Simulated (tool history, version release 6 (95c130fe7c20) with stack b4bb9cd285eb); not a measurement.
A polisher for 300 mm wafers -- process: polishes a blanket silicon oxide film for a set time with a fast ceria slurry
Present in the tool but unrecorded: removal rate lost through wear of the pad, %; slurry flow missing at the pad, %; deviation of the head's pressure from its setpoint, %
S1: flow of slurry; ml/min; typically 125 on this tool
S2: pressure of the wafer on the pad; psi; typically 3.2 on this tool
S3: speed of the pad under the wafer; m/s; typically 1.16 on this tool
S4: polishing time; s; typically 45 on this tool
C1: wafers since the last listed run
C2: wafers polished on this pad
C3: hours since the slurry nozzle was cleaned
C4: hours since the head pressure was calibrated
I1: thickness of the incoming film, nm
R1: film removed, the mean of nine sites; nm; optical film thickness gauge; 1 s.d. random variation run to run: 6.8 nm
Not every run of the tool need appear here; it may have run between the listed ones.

run 1 hour=0 | S1=125 S2=2.8 S3=1.16 S4=45 | C1=0 C2=680 C3=316 C4=520.4 | I1=2708.8 | R1=974.6
run 2 hour=11.3 | S1=125 S2=2.8 S3=1.16 S4=45 | C1=203 C2=883 C3=327.3 C4=531.7 | I1=2674.7 | R1=964
run 3 hour=18.1 | S1=125 S2=3.2 S3=1.16 S4=45 | C1=122 C2=1005 C3=334.1 C4=538.5 | I1=2673.5 | R1=1100.7
run 4 hour=29.9 | S1=125 S2=3.2 S3=1.16 S4=45 | C1=212 C2=1217 C3=345.9 C4=550.3 | I1=2697.9 | R1=1090.1
run 5 hour=42.2 | S1=125 S2=3.2 S3=1.16 S4=45 | C1=221 C2=1438 C3=358.2 C4=562.6 | I1=2676.4 | R1=1107
-- hour=47.7 worn pad replaced by a new one
run 6 hour=54.3 | S1=125 S2=3.2 S3=1.16 S4=45 | C1=145 C2=117 C3=370.3 C4=574.7 | I1=2691.4 | R1=1101.9
run 7 hour=66.2 | S1=125 S2=3.2 S3=1.16 S4=45 | C1=213 C2=331 C3=382.2 C4=586.6 | I1=2658.6 | R1=1092.8
run 8 hour=72.4 | S1=125 S2=3.2 S3=1.16 S4=45 | C1=111 C2=443 C3=388.4 C4=592.8 | I1=2665.6 | R1=1104.9
run 9 hour=88.8 | S1=125 S2=3.2 S3=1.16 S4=45 | C1=294 C2=737 C3=404.8 C4=609.2 | I1=2648.9 | R1=1088.4
run 10 hour=103.7 | S1=125 S2=3.2 S3=1.16 S4=45 | C1=267 C2=1005 C3=419.7 C4=624.1 | I1=2710.4 | R1=1086.3
run 11 hour=119.9 | S1=125 S2=3.2 S3=1.16 S4=45 | C1=291 C2=1296 C3=435.9 C4=640.3 | I1=2641.4 | R1=1069.6
run 12 hour=125.9 | S1=125 S2=3.2 S3=1.16 S4=45 | C1=107 C2=1404 C3=441.9 C4=646.3 | I1=2664.1 | R1=1094.9
-- hour=131.6 slurry nozzle cleaned
run 13 hour=137.1 | S1=125 S2=3.2 S3=1.16 S4=45 | C1=183 C2=1587 C3=5.5 C4=657.5 | I1=2736.2 | R1=1123
-- hour=144.4 worn pad replaced by a new one
run 14 hour=155.1 | S1=125 S2=3.2 S3=1.16 S4=45 | C1=251 C2=191 C3=23.5 C4=675.5 | I1=2679.8 | R1=1140.5
run 15 hour=169.5 | S1=125 S2=3.2 S3=1.16 S4=45 | C1=258 C2=450 C3=37.9 C4=689.9 | I1=2655.4 | R1=1137.3
run 16 hour=182.7 | S1=125 S2=3.2 S3=1.16 S4=45 | C1=237 C2=687 C3=51.1 C4=703.1 | I1=2699.2 | R1=1134
run 17 hour=192.4 | S1=125 S2=3.2 S3=1.16 S4=45 | C1=174 C2=862 C3=60.8 C4=712.8 | I1=2722.4 | R1=1122.4
run 18 hour=198.8 | S1=110 S2=3.2 S3=1.16 S4=34 | C1=115 C2=977 C3=67.2 C4=719.2 | I1=2731.6 | R1=826.5
run 19 hour=207.9 | S1=105 S2=3.2 S3=1.38 S4=45 | C1=163 C2=1140 C3=76.3 C4=728.3 | I1=2644.7 | R1=1250.5
-- hour=214.4 head pressure recalibrated
run 20 hour=220.8 | S1=125 S2=3.2 S3=1.16 S4=45 | C1=195 C2=1336 C3=89.2 C4=6.4 | I1=2699.6 | R1=1025.8
-- hour=229.5 worn pad replaced by a new one
run 21 hour=231 | S1=165 S2=2.8 S3=1.36 S4=41 | C1=111 C2=27 C3=99.4 C4=16.6 | I1=2686.8 | R1=1002
run 22 hour=241.7 | S1=125 S2=3.2 S3=1.16 S4=45 | C1=192 C2=219 C3=110.1 C4=27.3 | I1=2681.6 | R1=1041.1
run 23 hour=254 | S1=135 S2=3.2 S3=1.04 S4=41 | C1=221 C2=440 C3=122.4 C4=39.6 | I1=2695.5 | R1=882.3
run 24 hour=261.2 | S1=125 S2=3.2 S3=1.16 S4=45 | C1=129 C2=570 C3=129.6 C4=46.8 | I1=2667.5 | R1=1054.5
run 25 hour=271.8 | S1=125 S2=3.2 S3=0.98 S4=45 | C1=190 C2=760 C3=140.2 C4=57.4 | I1=2655.2 | R1=908.7
run 26 hour=286.9 | S1=125 S2=4.2 S3=1.16 S4=45 | C1=271 C2=1031 C3=155.3 C4=72.5 | I1=2670.3 | R1=1381.8
run 27 hour=293.1 | S1=125 S2=3.2 S3=1.16 S4=40 | C1=111 C2=1143 C3=161.5 C4=78.7 | I1=2677.9 | R1=947.1
-- hour=302.1 worn pad replaced by a new one
run 28 hour=303.5 | S1=125 S2=3.2 S3=1.16 S4=45 | C1=115 C2=24 C3=171.9 C4=89.1 | I1=2714.1 | R1=1057.3
run 29 hour=310.7 | S1=125 S2=3.2 S3=1.16 S4=45 | C1=129 C2=154 C3=179.1 C4=96.3 | I1=2702.7 | R1=1058.3
run 30 hour=318.5 | S1=125 S2=3.2 S3=0.78 S4=55 | C1=140 C2=294 C3=186.9 C4=104.1 | I1=2691.8 | R1=937.1
run 31 hour=325.2 | S1=85 S2=2.2 S3=1.16 S4=45 | C1=120 C2=414 C3=193.6 C4=110.8 | I1=2702.3 | R1=647.4
run 32 hour=341.1 | S1=125 S2=2.7 S3=1.16 S4=45 | C1=285 C2=700 C3=209.5 C4=126.7 | I1=2687.5 | R1=896.5
run 33 hour=351.2 | S1=165 S2=3.2 S3=1.32 S4=59 | C1=181 C2=882 C3=219.6 C4=136.8 | I1=2699.6 | R1=1667.3
-- hour=376.7 worn pad replaced by a new one
run 34 hour=378.2 | S1=125 S2=3.2 S3=1.42 S4=55 | C1=413 C2=26 C3=246.6 C4=163.8 | I1=2674.9 | R1=1557.7
run 35 hour=384.5 | S1=125 S2=3.2 S3=1.16 S4=56 | C1=113 C2=140 C3=252.9 C4=170.1 | I1=2627.8 | R1=1335.4
run 36 hour=391.1 | S1=125 S2=3.2 S3=1.16 S4=45 | C1=118 C2=258 C3=259.5 C4=176.7 | I1=2679.3 | R1=1073.5
run 37 hour=400.3 | S1=125 S2=2.7 S3=1.26 S4=45 | C1=165 C2=423 C3=268.7 C4=185.9 | I1=2695.1 | R1=977.7
run 38 hour=411.6 | S1=125 S2=3.2 S3=1.3 S4=31 | C1=203 C2=627 C3=280 C4=197.2 | I1=2639.7 | R1=821.1

The tool's hidden state at each run:
removal rate lost through wear of the pad, %: 0 in every run
H1: slurry flow missing at the pad, %
H2: deviation of the head's pressure from its setpoint, %
run=1 H1=8.71 H2=8.95
run=2 H1=9.3 H2=9
run=3 H1=9.66 H2=9.03
run=4 H1=10.3 H2=9.08
run=5 H1=11 H2=9.13
run=6 H1=11.7 H2=9.17
run=7 H1=12.4 H2=9.21
run=8 H1=12.8 H2=9.23
run=9 H1=13.9 H2=9.28
run=10 H1=14.9 H2=9.33
run=11 H1=16 H2=9.37
run=12 H1=16.4 H2=9.39
run=13 H1=1.26 H2=9.42
run=14 H1=1.3 H2=9.46
run=15 H1=1.37 H2=9.49
run=16 H1=1.47 H2=9.52
run=17 H1=1.55 H2=9.54
run=18 H1=1.62 H2=9.55
run=19 H1=1.73 H2=9.57
run=20 H1=1.9 H2=-0.308
run=21 H1=2.05 H2=0.128
run=22 H1=2.24 H2=0.564
run=23 H1=2.47 H2=1.04
run=24 H1=2.61 H2=1.31
run=25 H1=2.84 H2=1.69
run=26 H1=3.2 H2=2.2
run=27 H1=3.36 H2=2.4
run=28 H1=3.64 H2=2.72
run=29 H1=3.85 H2=2.93
run=30 H1=4.08 H2=3.16
run=31 H1=4.28 H2=3.35
run=32 H1=4.8 H2=3.77
run=33 H1=5.15 H2=4.02
run=34 H1=6.17 H2=4.65
run=35 H1=6.42 H2=4.78
run=36 H1=6.69 H2=4.92
run=37 H1=7.09 H2=5.11
run=38 H1=7.59 H2=5.32
